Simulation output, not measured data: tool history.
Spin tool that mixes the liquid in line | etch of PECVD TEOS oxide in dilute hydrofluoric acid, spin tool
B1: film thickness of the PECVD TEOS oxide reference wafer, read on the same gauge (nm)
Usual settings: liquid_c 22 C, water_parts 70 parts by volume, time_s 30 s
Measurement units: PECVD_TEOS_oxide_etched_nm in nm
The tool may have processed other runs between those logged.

run 1 hour=0 | liquid_c=22 water_parts=70 time_s=45 | B1=129.99 | PECVD_TEOS_oxide_etched_nm=12.21
run 2 hour=7 | liquid_c=22 water_parts=70 time_s=30 | B1=130.01 | PECVD_TEOS_oxide_etched_nm=8.21
run 3 hour=18 | liquid_c=22 water_parts=70 time_s=30 | B1=130 | PECVD_TEOS_oxide_etched_nm=8.26
run 4 hour=24.7 | liquid_c=22 water_parts=70 time_s=30 | B1=130.01 | PECVD_TEOS_oxide_etched_nm=8.2
run 5 hour=40.6 | liquid_c=22 water_parts=70 time_s=40 | B1=130.01 | PECVD_TEOS_oxide_etched_nm=10.8
run 6 hour=91.9 | liquid_c=22 water_parts=70 time_s=40 | B1=130 | PECVD_TEOS_oxide_etched_nm=10.84
run 7 hour=101.2 | liquid_c=22 water_parts=70 time_s=40 | B1=130.02 | PECVD_TEOS_oxide_etched_nm=10.76
run 8 hour=111.1 | liquid_c=22 water_parts=70 time_s=30 | B1=130.02 | PECVD_TEOS_oxide_etched_nm=8.17
run 9 hour=119.7 | liquid_c=22 water_parts=80 time_s=30 | B1=130.01 | PECVD_TEOS_oxide_etched_nm=6.98
run 10 hour=131.5 | liquid_c=22 water_parts=70 time_s=30 | B1=129.98 | PECVD_TEOS_oxide_etched_nm=8.1
run 11 hour=162.8 | liquid_c=22 water_parts=70 time_s=30 | B1=129.98 | PECVD_TEOS_oxide_etched_nm=9.45
run 12 hour=191.2 | liquid_c=22 water_parts=45 time_s=30 | B1=130.01 | PECVD_TEOS_oxide_etched_nm=15.17
run 13 hour=202 | liquid_c=22 water_parts=70 time_s=30 | B1=130 | PECVD_TEOS_oxide_etched_nm=9.53
run 14 hour=214.6 | liquid_c=22 water_parts=70 time_s=30 | B1=130.03 | PECVD_TEOS_oxide_etched_nm=9.44
run 15 hour=221.9 | liquid_c=22 water_parts=70 time_s=30 | B1=130.02 | PECVD_TEOS_oxide_etched_nm=9.37
run 16 hour=231.3 | liquid_c=23.5 water_parts=70 time_s=20 | B1=130.01 | PECVD_TEOS_oxide_etched_nm=6.84
run 17 hour=242.2 | liquid_c=22 water_parts=105 time_s=30 | B1=130.01 | PECVD_TEOS_oxide_etched_nm=6.08
run 18 hour=250 | liquid_c=22 water_parts=70 time_s=35 | B1=130.02 | PECVD_TEOS_oxide_etched_nm=10.95
run 19 hour=292.4 | liquid_c=22 water_parts=70 time_s=30 | B1=130 | PECVD_TEOS_oxide_etched_nm=9.43
run 20 hour=301.1 | liquid_c=22 water_parts=70 time_s=30 | B1=129.99 | PECVD_TEOS_oxide_etched_nm=9.24
run 21 hour=315.7 | liquid_c=22 water_parts=55 time_s=20 | B1=130 | PECVD_TEOS_oxide_etched_nm=8.02
run 22 hour=328.8 | liquid_c=22 water_parts=70 time_s=30 | B1=130.01 | PECVD_TEOS_oxide_etched_nm=9.23
run 23 hour=340.6 | liquid_c=25.5 water_parts=70 time_s=30 | B1=130.01 | PECVD_TEOS_oxide_etched_nm=10.85
run 24 hour=353.5 | liquid_c=22 water_parts=70 time_s=20 | B1=130.03 | PECVD_TEOS_oxide_etched_nm=6.28
run 25 hour=368.4 | liquid_c=26 water_parts=40 time_s=45 | B1=129.98 | PECVD_TEOS_oxide_etched_nm=29.43
run 26 hour=375.5 | liquid_c=22 water_parts=70 time_s=30 | B1=130.01 | PECVD_TEOS_oxide_etched_nm=9.18
run 27 hour=382.9 | liquid_c=22 water_parts=70 time_s=40 | B1=130.01 | PECVD_TEOS_oxide_etched_nm=12.44
run 28 hour=392.3 | liquid_c=20.5 water_parts=55 time_s=30 | B1=130.01 | PECVD_TEOS_oxide_etched_nm=11.39
run 29 hour=409.3 | liquid_c=22 water_parts=70 time_s=30 | B1=130 | PECVD_TEOS_oxide_etched_nm=9.26
run 30 hour=421.2 | liquid_c=26.5 water_parts=40 time_s=45 | B1=130.02 | PECVD_TEOS_oxide_etched_nm=29.92

Taken out of this log: 4 entries between the listed runs. Where each belongs, and how the hidden state differs across it:
After run 5, before run 6: gauge calibrated (hour 73)
  hydrofluoric acid flow below the setpoint (%): 13.3 -> 13.7
  measured minus no-state result, PECVD_TEOS_oxide_etched_nm: -1.82 -> -1.89 nm
After run 10, before run 11: hydrofluoric acid flow meter replaced (hour 148.9)
  hydrofluoric acid flow below the setpoint (%): 14 -> 0.364
  measured minus no-state result, PECVD_TEOS_oxide_etched_nm: -1.45 -> -0.04 nm
After run 21, before run 22: gauge calibrated (hour 322.7)
  hydrofluoric acid flow below the setpoint (%): 1.62 -> 1.73
  measured minus no-state result, PECVD_TEOS_oxide_etched_nm: -0.14 -> -0.18 nm
After run 22, before run 23: thermometer replaced (hour 336.9)
  hydrofluoric acid flow below the setpoint (%): 1.73 -> 1.83
  measured minus no-state result, PECVD_TEOS_oxide_etched_nm: -0.18 -> -0.22 nm
